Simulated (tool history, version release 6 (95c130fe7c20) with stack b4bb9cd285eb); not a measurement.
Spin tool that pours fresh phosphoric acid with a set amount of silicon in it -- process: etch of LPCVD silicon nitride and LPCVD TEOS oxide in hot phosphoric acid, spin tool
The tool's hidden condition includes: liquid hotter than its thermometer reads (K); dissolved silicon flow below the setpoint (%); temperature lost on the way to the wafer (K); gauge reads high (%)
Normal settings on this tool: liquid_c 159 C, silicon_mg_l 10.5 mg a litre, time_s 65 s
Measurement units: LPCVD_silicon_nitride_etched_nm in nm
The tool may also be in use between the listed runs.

run     day  liquid_c  silicon_mg_l  time_s  wafers since the last listed run  hours since the thermometer was replaced  hours since the dissolved silicon flow meter was replaced  hours since the heated supply line was repaired  hours since the gauge calibration  read-back film thickness of the LPCVD silicon nitride reference wafer, read on the same gauge (nm)  LPCVD_silicon_nitride_etched_nm
  1       0       159          10.5      65                                 0                                    2675.7                                                     1778.1                                             1284                              703.7                                                                                               30.01                             6.55
  2     3.7       159          10.5      65                               907                                    2764.5                                                     1866.9                                           1372.8                              792.5                                                                                               29.99                             6.49
  3  13.058       159          10.5      65                              2295                                    2989.1                                                     2091.5                                           1597.4                             1017.1                                                                                               30.02                             6.46
  4  15.771       160          10.5      65                               665                                    3054.2                                                     2156.6                                           1662.5                             1082.2                                                                                               29.98                             6.58
  5  17.738       160          10.5      65                               482                                    3101.4                                                     2203.8                                           1709.7                             1129.4                                                                                               29.99                             6.69
     18.496  -- thermometer replaced
     20.254  -- gauge calibrated
  6  20.971       159          10.5      65                               782                                      59.4                                                     2281.4                                           1787.3                               17.2                                                                                               30.04                             6.41
     21.858  -- dissolved silicon flow meter replaced
  7  22.692       159          10.5      65                               411                                     100.7                                                         20                                           1828.6                               58.5                                                                                               30.01                             6.39
     25.188  -- heated supply line repaired
  8  26.225     156.5            13      40                               856                                     185.5                                                      104.8                                             24.9                              143.3                                                                                               29.97                             3.58
  9  29.579       159          10.5      65                               822                                       266                                                      185.3                                            105.4                              223.8                                                                                                  30                             6.38
 10  32.258       159             3      75                               657                                     330.3                                                      249.6                                            169.7                              288.1                                                                                                  30                             7.36
 11  36.488       159          10.5      65                              1037                                     431.8                                                      351.1                                            271.2                              389.6                                                                                               29.98                             6.41
 12  38.479       159          10.5      65                               488                                     479.6                                                      398.9                                              319                              437.4                                                                                               29.99                             6.44
 13  42.967       159          14.5      65                              1100                                     587.3                                                      506.6                                            426.7                              545.1                                                                                               30.02                              6.4
 14  45.421     161.5           6.5      55                               602                                     646.2                                                      565.5                                            485.6                                604                                                                                                  30                             5.99

Each row is a separate what-if for the run after 14, all from the same tool condition, not one after another. Results?
  A  45.438       159          10.5      65                                 4                                     646.6                                                      565.9                                              486                              604.4                                                                                                   ?                                ?
  B  45.438       159          13.5      90                                 4                                     646.6                                                      565.9                                              486                              604.4                                                                                                   ?                                ?
  C  45.438       157          10.5      65                                 4                                     646.6                                                      565.9                                              486                              604.4                                                                                                   ?                                ?

run  read-back film thickness of the LPCVD silicon nitride reference wafer, read on the same gauge (nm)  LPCVD_silicon_nitride_etched_nm
  A                                                                                               29.99                              6.4
  B                                                                                               29.99                             8.87
  C                                                                                               29.99                             5.98
What these runs would have given with no unlogged condition in the tool:
run  LPCVD_silicon_nitride_etched_nm
  A                              6.4
  B                             8.87
  C                             5.98
